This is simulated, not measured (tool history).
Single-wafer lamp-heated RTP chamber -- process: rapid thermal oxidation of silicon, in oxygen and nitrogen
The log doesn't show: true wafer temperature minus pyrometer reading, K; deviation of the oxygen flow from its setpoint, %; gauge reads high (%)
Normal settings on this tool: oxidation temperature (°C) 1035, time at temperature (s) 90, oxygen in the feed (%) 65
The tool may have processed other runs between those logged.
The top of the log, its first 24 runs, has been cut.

run    hour  oxidation temperature (°C)  time at temperature (s)  oxygen in the feed (%)  wafers since the last listed run  wafers since the last pyrometer calibration  hours since the oxygen flow controller was replaced  hours since the gauge calibration  read-back reference wafer on the same gauge, thickness  oxide thickness on the monitor wafer (nm)
 25  2077.5                        1053                      117                      65                               252                                         4227                                                483.6                              898.6                                                   6.606                                     10.471
 26    2174                        1064                       67                      50                               618                                         4846                                                580.1                              995.1                                                   6.603                                      7.923
 27  2214.9                        1035                       90                      50                               262                                         5108                                                  621                               1036                                                   6.599                                      7.477
 28  2302.3                        1035                       70                      93                               559                                         5668                                                708.4                             1123.4                                                   6.595                                      8.368
 29  2339.5                        1018                      112                      95                               238                                         5906                                                745.6                             1160.6                                                   6.606                                      9.201
     2375.5  -- pyrometer window cleaned and pyrometer calibrated
 30    2383                        1035                       90                      65                               227                                           48                                                789.1                             1204.1                                                   6.596                                      7.974
 31  2420.5                        1015                       90                      86                               240                                          288                                                826.6                             1241.6                                                   6.596                                      7.637
 32  2517.3                        1014                       72                      65                               620                                          908                                                923.4                             1338.4                                                   6.603                                       6.28
 33  2586.4                        1035                       90                      65                               442                                         1351                                                992.5                             1407.5                                                   6.599                                      8.024
 34  2665.2                        1008                      117                      65                               504                                         1855                                               1071.3                             1486.3                                                   6.607                                      7.573
 35  2740.6                        1051                       90                      65                               483                                         2338                                               1146.7                             1561.7                                                   6.597                                      9.044

Branching from run 35: 5 alternative next runs. What would each branch give?
  A  2741.1                        1035                      123                      65                                 3                                         2342                                               1147.2                             1562.2                                                       ?                                          ?
  B  2741.1                        1051                       77                      55                                 3                                         2342                                               1147.2                             1562.2                                                       ?                                          ?
  C  2741.1                        1052                       90                      92                                 3                                         2342                                               1147.2                             1562.2                                                       ?                                          ?
  D  2741.1                        1025                       90                      65                                 3                                         2342                                               1147.2                             1562.2                                                       ?                                          ?
  E  2741.1                        1035                       49                      80                                 3                                         2342                                               1147.2                             1562.2                                                       ?                                          ?

run  read-back reference wafer on the same gauge, thickness  oxide thickness on the monitor wafer (nm)
  A                                                   6.599                                      9.425
  B                                                   6.599                                      8.016
  C                                                   6.599                                     10.418
  D                                                   6.599                                       7.62
  E                                                   6.599                                      6.714
Without the tool's hidden state the same runs would have given:
run  oxide thickness on the monitor wafer (nm)
  A                                      9.194
  B                                      7.826
  C                                     10.169
  D                                      7.432
  E                                      6.551
